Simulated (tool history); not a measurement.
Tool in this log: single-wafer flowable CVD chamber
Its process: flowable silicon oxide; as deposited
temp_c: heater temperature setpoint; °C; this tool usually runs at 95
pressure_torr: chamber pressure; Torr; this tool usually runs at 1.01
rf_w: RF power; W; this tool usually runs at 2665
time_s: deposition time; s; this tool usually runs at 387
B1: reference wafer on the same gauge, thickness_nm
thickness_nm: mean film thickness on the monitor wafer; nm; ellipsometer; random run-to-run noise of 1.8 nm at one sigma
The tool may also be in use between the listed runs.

run 1 hour=0.0 | temp_c=95 pressure_torr=1.01 rf_w=2665 time_s=387 | B1=439.117 | thickness_nm=361.071
-- hour=21.2 thermocouple changed; heater temperature recalibrated
run 2 hour=37.7 | temp_c=95 pressure_torr=1.01 rf_w=2665 time_s=387 | B1=438.720 | thickness_nm=373.331
-- hour=87.7 gauge calibrated
run 3 hour=105.3 | temp_c=95 pressure_torr=1.01 rf_w=2665 time_s=387 | B1=439.096 | thickness_nm=375.060
run 4 hour=142.1 | temp_c=95 pressure_torr=1.01 rf_w=2665 time_s=387 | B1=438.818 | thickness_nm=370.057
run 5 hour=167.5 | temp_c=95 pressure_torr=1.01 rf_w=2955 time_s=387 | B1=439.252 | thickness_nm=378.180
run 6 hour=218.5 | temp_c=95 pressure_torr=1.01 rf_w=2665 time_s=387 | B1=439.212 | thickness_nm=372.178
run 7 hour=254.9 | temp_c=88 pressure_torr=1.01 rf_w=2665 time_s=387 | B1=439.714 | thickness_nm=466.169
-- hour=279.0 showerhead replaced
run 8 hour=315.3 | temp_c=95 pressure_torr=1.01 rf_w=2940 time_s=457 | B1=438.948 | thickness_nm=445.142
run 9 hour=368.7 | temp_c=95 pressure_torr=1.01 rf_w=2285 time_s=421 | B1=439.274 | thickness_nm=390.691
run 10 hour=416.9 | temp_c=95 pressure_torr=1.01 rf_w=2665 time_s=387 | B1=438.915 | thickness_nm=370.846
run 11 hour=469.1 | temp_c=91 pressure_torr=1.10 rf_w=2665 time_s=463 | B1=439.309 | thickness_nm=526.012
run 12 hour=512.2 | temp_c=95 pressure_torr=1.15 rf_w=2665 time_s=387 | B1=439.019 | thickness_nm=402.039
run 13 hour=547.6 | temp_c=95 pressure_torr=1.01 rf_w=2430 time_s=387 | B1=438.541 | thickness_nm=363.296
run 14 hour=674.0 | temp_c=104 pressure_torr=1.01 rf_w=2665 time_s=387 | B1=439.172 | thickness_nm=275.001
run 15 hour=702.1 | temp_c=95 pressure_torr=1.01 rf_w=2665 time_s=387 | B1=438.679 | thickness_nm=366.256
run 16 hour=764.8 | temp_c=95 pressure_torr=1.16 rf_w=2665 time_s=387 | B1=439.131 | thickness_nm=398.662
run 17 hour=816.5 | temp_c=95 pressure_torr=1.01 rf_w=2665 time_s=387 | B1=438.889 | thickness_nm=366.610
run 18 hour=857.8 | temp_c=102 pressure_torr=1.01 rf_w=2665 time_s=333 | B1=439.316 | thickness_nm=250.833
run 19 hour=920.0 | temp_c=101 pressure_torr=1.24 rf_w=2905 time_s=417 | B1=439.261 | thickness_nm=374.770

Run 20 comes next. What will it give?
run 20 hour=957.3 | temp_c=89 pressure_torr=1.01 rf_w=2290 time_s=387 | B1=? | thickness_nm=?

B1: 438.798
thickness_nm: 433.639 nm
Take away the tool's hidden state, keep the run-to-run variation as it was, and the same run would have given thickness_nm 447.415 nm.
